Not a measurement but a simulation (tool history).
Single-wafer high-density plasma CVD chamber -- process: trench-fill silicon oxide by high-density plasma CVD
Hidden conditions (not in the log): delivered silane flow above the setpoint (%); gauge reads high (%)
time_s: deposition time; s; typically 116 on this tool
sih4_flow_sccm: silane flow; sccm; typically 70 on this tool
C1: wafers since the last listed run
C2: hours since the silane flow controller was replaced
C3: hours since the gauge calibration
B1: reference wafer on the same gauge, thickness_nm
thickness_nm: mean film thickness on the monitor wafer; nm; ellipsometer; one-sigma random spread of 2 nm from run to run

run 1 hour=0.0 | time_s=116 sih4_flow_sccm=70 | C1=0 C2=4635.7 C3=511.7 | B1=790.988 | thickness_nm=908.382
run 2 hour=47.6 | time_s=116 sih4_flow_sccm=70 | C1=544 C2=4683.3 C3=559.3 | B1=790.778 | thickness_nm=900.021
run 3 hour=95.3 | time_s=116 sih4_flow_sccm=70 | C1=545 C2=4731.0 C3=607.0 | B1=790.945 | thickness_nm=902.126
run 4 hour=146.5 | time_s=116 sih4_flow_sccm=75 | C1=585 C2=4782.2 C3=658.2 | B1=791.038 | thickness_nm=970.958
run 5 hour=281.9 | time_s=116 sih4_flow_sccm=75 | C1=1548 C2=4917.6 C3=793.6 | B1=791.451 | thickness_nm=971.797
run 6 hour=339.3 | time_s=116 sih4_flow_sccm=75 | C1=656 C2=4975.0 C3=851.0 | B1=790.732 | thickness_nm=972.781
-- hour=346.1 gauge calibrated
run 7 hour=391.6 | time_s=116 sih4_flow_sccm=66 | C1=598 C2=5027.3 C3=45.5 | B1=791.340 | thickness_nm=855.004
run 8 hour=429.9 | time_s=116 sih4_flow_sccm=66 | C1=438 C2=5065.6 C3=83.8 | B1=791.380 | thickness_nm=854.697
run 9 hour=478.0 | time_s=131 sih4_flow_sccm=59 | C1=550 C2=5113.7 C3=131.9 | B1=790.891 | thickness_nm=862.777

Expected results for the next run?
-- hour=538.2 silane flow controller replaced
run 10 hour=541.9 | time_s=106 sih4_flow_sccm=75 | C1=639 C2=3.7 C3=195.8 | B1=? | thickness_nm=?

For run 10 the tool returned B1 790.630, thickness_nm 834.738 nm.
Minus the tool's unlogged condition, the same run would have read thickness_nm 829.899 nm.
